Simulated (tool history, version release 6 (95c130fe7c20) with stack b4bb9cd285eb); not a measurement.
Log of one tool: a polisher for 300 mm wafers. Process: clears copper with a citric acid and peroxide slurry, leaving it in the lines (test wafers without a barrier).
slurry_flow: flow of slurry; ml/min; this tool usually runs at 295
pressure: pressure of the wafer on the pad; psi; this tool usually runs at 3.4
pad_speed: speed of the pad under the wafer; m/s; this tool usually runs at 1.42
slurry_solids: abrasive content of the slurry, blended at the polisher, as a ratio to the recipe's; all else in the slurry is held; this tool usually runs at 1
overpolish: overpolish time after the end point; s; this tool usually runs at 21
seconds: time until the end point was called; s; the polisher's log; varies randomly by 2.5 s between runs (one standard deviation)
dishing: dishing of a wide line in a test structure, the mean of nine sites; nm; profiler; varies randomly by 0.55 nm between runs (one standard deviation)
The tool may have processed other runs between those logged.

run	day	slurry_flow	pressure	pad_speed	slurry_solids	overpolish	incoming thickness of the incoming film, nm	seconds	dishing
1	0	295	3.4	1.78	1	21	509.5	139.7	48.4
2	1.742	295	3.4	1.78	1	21	506.7	133.9	48.2
3	3.396	295	3.4	1.78	1	21	502.8	135.2	48.8
4	5.679	295	3.4	1.42	0.8	21	503.8	177.5	39.6
# day 6.229: worn pad replaced by a new one
5	7.438	295	3.4	1.42	1	21	516.9	173.4	42
6	8.912	295	3.4	1.42	1	21	502	167.2	41.1
7	9.992	295	3.4	1.42	1	21	516.3	172.6	40.5
# day 13.358: slurry blender recalibrated
# day 13.533: worn pad replaced by a new one
8	14.496	295	3.4	1.42	1	21	513.8	163.5	44.3
9	16.792	295	3.4	1.42	1	21	502.4	160.3	42
10	18.733	295	3.4	1.78	1	21	503	139.3	48.4
11	20.312	295	3.4	1.42	0.7	28	508.6	176.3	49.6
# day 20.646: worn pad replaced by a new one
# day 22.55: head pressure recalibrated
# day 23.404: slurry nozzle cleaned
12	24.175	295	3.8	1.08	1.1	17	506.5	179.4	33.4
13	26.15	295	3.4	1.42	1	21	506.7	167.9	41.3
# day 27.525: worn pad replaced by a new one
14	28.346	205	2.5	1.42	0.85	30	512.3	256	39.9
# day 31.008: slurry blender recalibrated
15	31.133	295	3.4	1.42	1	21	507	156.4	44.2
16	32.733	295	2.5	1.78	1	34	510.5	182.8	55.7
17	34.162	205	3.4	1.42	1.3	21	510.9	166.9	42.9
# day 35.208: worn pad replaced by a new one
18	36.554	245	3.4	1.42	1	21	513.3	171.6	41.9

Run 19 comes next. What will it give?
19	38.917	295	3.4	1.42	1	17	503.4	?	?

{"run 19": {"seconds": 170.1, "dishing": 34.8}}
Were there no unlogged condition in the tool, this run, its random variation unchanged, would have produced seconds 159.4 s, dishing 36.7 nm.
